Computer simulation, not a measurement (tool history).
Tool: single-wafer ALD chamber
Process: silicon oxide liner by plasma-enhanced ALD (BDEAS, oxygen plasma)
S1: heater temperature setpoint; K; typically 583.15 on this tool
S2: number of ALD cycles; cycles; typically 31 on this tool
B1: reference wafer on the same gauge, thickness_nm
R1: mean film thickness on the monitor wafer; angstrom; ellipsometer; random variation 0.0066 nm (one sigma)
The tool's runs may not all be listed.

Run 1, day 0.000: usual settings; B1 2.220. Result: R1 26.57 angstrom.
Run 2, day 1.912: usual settings; B1 2.220. Result: R1 26.44 angstrom.
Run 3, day 4.050: usual settings; B1 2.220. Result: R1 26.56 angstrom.
Run 4, day 6.371: usual settings; B1 2.220. Result: R1 26.47 angstrom.
Run 5, day 8.696: usual settings; B1 2.220. Result: R1 26.50 angstrom.
Run 6, day 10.454: usual settings but S1 579.15 K; B1 2.220. Result: R1 26.74 angstrom.
At day 11.525: gauge calibrated.
At day 11.604: thermocouple changed; heater temperature recalibrated.
Run 7, day 13.033: usual settings; B1 2.221. Result: R1 26.52 angstrom.
Run 8, day 15.779: usual settings; B1 2.221. Result: R1 26.48 angstrom.
Run 9, day 17.067: usual settings but S1 573.15 K, S2 35 cycles; B1 2.221. Result: R1 30.61 angstrom.
Run 10, day 18.867: usual settings; B1 2.220. Result: R1 26.58 angstrom.
Run 11, day 21.354: usual settings but S2 25 cycles; B1 2.220. Result: R1 21.37 angstrom.
Run 12, day 23.700: usual settings but S2 33 cycles; B1 2.220. Result: R1 28.28 angstrom.
Run 13, day 25.533: usual settings but S1 591.15 K; B1 2.220. Result: R1 26.21 angstrom.
Run 14, day 28.167: usual settings but S1 577.15 K, S2 25 cycles; B1 2.220. Result: R1 21.68 angstrom.
Run 15, day 29.921: usual settings; B1 2.219. Result: R1 26.61 angstrom.
Run 16, day 31.796: usual settings but S1 588.15 K; B1 2.219. Result: R1 26.35 angstrom.

Give the tool's hidden conditions for every run:
wafer temperature above the value expected at the setpoint (K): 0 across all the runs
gauge reads high (%): 0 across all the runs

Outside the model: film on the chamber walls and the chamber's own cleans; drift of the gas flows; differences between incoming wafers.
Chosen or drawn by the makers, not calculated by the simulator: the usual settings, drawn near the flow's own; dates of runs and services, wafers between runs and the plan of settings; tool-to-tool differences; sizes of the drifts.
